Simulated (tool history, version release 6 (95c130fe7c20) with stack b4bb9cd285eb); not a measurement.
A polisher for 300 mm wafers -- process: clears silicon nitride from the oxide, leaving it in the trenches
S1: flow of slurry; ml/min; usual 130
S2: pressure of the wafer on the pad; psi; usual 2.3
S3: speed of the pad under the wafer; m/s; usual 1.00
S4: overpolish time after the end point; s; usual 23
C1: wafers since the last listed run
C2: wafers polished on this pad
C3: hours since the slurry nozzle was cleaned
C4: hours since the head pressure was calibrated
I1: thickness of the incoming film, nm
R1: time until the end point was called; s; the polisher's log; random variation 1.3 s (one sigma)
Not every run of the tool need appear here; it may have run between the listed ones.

run 1 day=0.000 | S1=145 S2=2.3 S3=1.00 S4=23 | C1=0 C2=273 C3=460.6 C4=988.2 | I1=118.8 | R1=147.6
run 2 day=0.846 | S1=160 S2=2.3 S3=1.00 S4=23 | C1=129 C2=402 C3=480.9 C4=1008.5 | I1=120.0 | R1=147.6
run 3 day=2.258 | S1=160 S2=2.3 S3=1.00 S4=23 | C1=216 C2=619 C3=514.8 C4=1042.4 | I1=119.9 | R1=150.8
run 4 day=3.621 | S1=160 S2=2.3 S3=1.00 S4=23 | C1=208 C2=827 C3=547.5 C4=1075.1 | I1=119.1 | R1=146.2
-- day=3.838 worn pad replaced by a new one
run 5 day=4.742 | S1=130 S2=2.3 S3=1.00 S4=23 | C1=145 C2=138 C3=574.4 C4=1102.0 | I1=122.6 | R1=155.1
run 6 day=5.871 | S1=130 S2=2.3 S3=1.00 S4=23 | C1=172 C2=311 C3=601.5 C4=1129.1 | I1=122.1 | R1=156.3
run 7 day=6.454 | S1=130 S2=2.3 S3=1.00 S4=23 | C1=89 C2=400 C3=615.5 C4=1143.1 | I1=119.6 | R1=151.3
run 8 day=7.908 | S1=130 S2=2.3 S3=0.78 S4=23 | C1=222 C2=622 C3=650.4 C4=1178.0 | I1=120.1 | R1=198.6
run 9 day=8.792 | S1=130 S2=2.3 S3=0.78 S4=23 | C1=135 C2=757 C3=671.6 C4=1199.2 | I1=120.4 | R1=199.3
-- day=9.462 worn pad replaced by a new one
run 10 day=9.483 | S1=130 S2=2.3 S3=0.78 S4=23 | C1=80 C2=3 C3=688.2 C4=1215.8 | I1=120.0 | R1=199.1
run 11 day=9.938 | S1=130 S2=2.3 S3=0.74 S4=23 | C1=69 C2=72 C3=699.1 C4=1226.7 | I1=121.3 | R1=208.1
-- day=10.042 slurry nozzle cleaned
run 12 day=10.688 | S1=130 S2=2.3 S3=0.74 S4=23 | C1=108 C2=181 C3=15.5 C4=1244.7 | I1=120.3 | R1=212.1
run 13 day=11.767 | S1=115 S2=2.3 S3=1.00 S4=23 | C1=165 C2=346 C3=41.4 C4=1270.6 | I1=118.8 | R1=161.0
run 14 day=12.817 | S1=115 S2=2.3 S3=1.00 S4=23 | C1=160 C2=506 C3=66.6 C4=1295.8 | I1=119.3 | R1=159.7
run 15 day=13.488 | S1=85 S2=2.3 S3=1.00 S4=23 | C1=102 C2=609 C3=82.7 C4=1311.9 | I1=121.9 | R1=175.8
run 16 day=14.067 | S1=170 S2=2.3 S3=1.00 S4=23 | C1=88 C2=697 C3=96.6 C4=1325.8 | I1=119.5 | R1=150.5
-- day=14.600 head pressure recalibrated
-- day=15.208 worn pad replaced by a new one
run 17 day=15.329 | S1=130 S2=2.3 S3=1.00 S4=23 | C1=154 C2=18 C3=126.9 C4=17.5 | I1=120.2 | R1=148.3
run 18 day=16.696 | S1=130 S2=2.7 S3=0.68 S4=23 | C1=209 C2=227 C3=159.7 C4=50.3 | I1=120.1 | R1=188.0
run 19 day=18.058 | S1=130 S2=2.3 S3=0.66 S4=23 | C1=208 C2=435 C3=192.4 C4=83.0 | I1=119.9 | R1=220.3
run 20 day=19.462 | S1=130 S2=2.3 S3=1.00 S4=23 | C1=214 C2=650 C3=226.1 C4=116.7 | I1=119.4 | R1=146.7
run 21 day=20.829 | S1=90 S2=2.3 S3=1.00 S4=16 | C1=209 C2=859 C3=258.9 C4=149.5 | I1=119.1 | R1=157.8
run 22 day=21.408 | S1=130 S2=2.3 S3=1.00 S4=23 | C1=88 C2=948 C3=272.8 C4=163.4 | I1=120.0 | R1=147.7
-- day=21.988 worn pad replaced by a new one
run 23 day=25.775 | S1=130 S2=2.3 S3=1.00 S4=23 | C1=642 C2=579 C3=377.6 C4=268.2 | I1=120.0 | R1=146.9
run 24 day=26.742 | S1=165 S2=2.8 S3=0.74 S4=10 | C1=147 C2=727 C3=400.8 C4=291.4 | I1=121.0 | R1=163.9
run 25 day=27.904 | S1=130 S2=2.3 S3=1.10 S4=34 | C1=177 C2=904 C3=428.7 C4=319.3 | I1=120.6 | R1=135.9
-- day=28.412 worn pad replaced by a new one
run 26 day=29.046 | S1=130 S2=1.9 S3=1.32 S4=27 | C1=149 C2=96 C3=456.1 C4=346.7 | I1=120.9 | R1=127.8
run 27 day=30.158 | S1=130 S2=2.7 S3=1.18 S4=27 | C1=170 C2=266 C3=482.8 C4=373.4 | I1=119.7 | R1=108.0
run 28 day=31.458 | S1=130 S2=2.3 S3=1.00 S4=23 | C1=198 C2=465 C3=514.0 C4=404.6 | I1=120.6 | R1=147.9

For each run, what was the tool's unlogged condition?
removal rate lost through wear of the pad, %: 0 in every run
slurry flow missing at the pad, %: 0 in every run
H1: deviation of the head's pressure from its setpoint, %
run=1 H1=-4.83
run=2 H1=-5.07
run=3 H1=-5.48
run=4 H1=-5.88
run=5 H1=-6.23
run=6 H1=-6.58
run=7 H1=-6.77
run=8 H1=-7.24
run=9 H1=-7.53
run=10 H1=-7.77
run=11 H1=-7.93
run=12 H1=-8.19
run=13 H1=-8.57
run=14 H1=-8.95
run=15 H1=-9.19
run=16 H1=-9.41
run=17 H1=-0.0219
run=18 H1=-0.0349
run=19 H1=-0.0605
run=20 H1=-0.0999
run=21 H1=-0.151
run=22 H1=-0.176
run=23 H1=-0.441
run=24 H1=-0.517
run=25 H1=-0.617
run=26 H1=-0.724
run=27 H1=-0.837
run=28 H1=-0.979
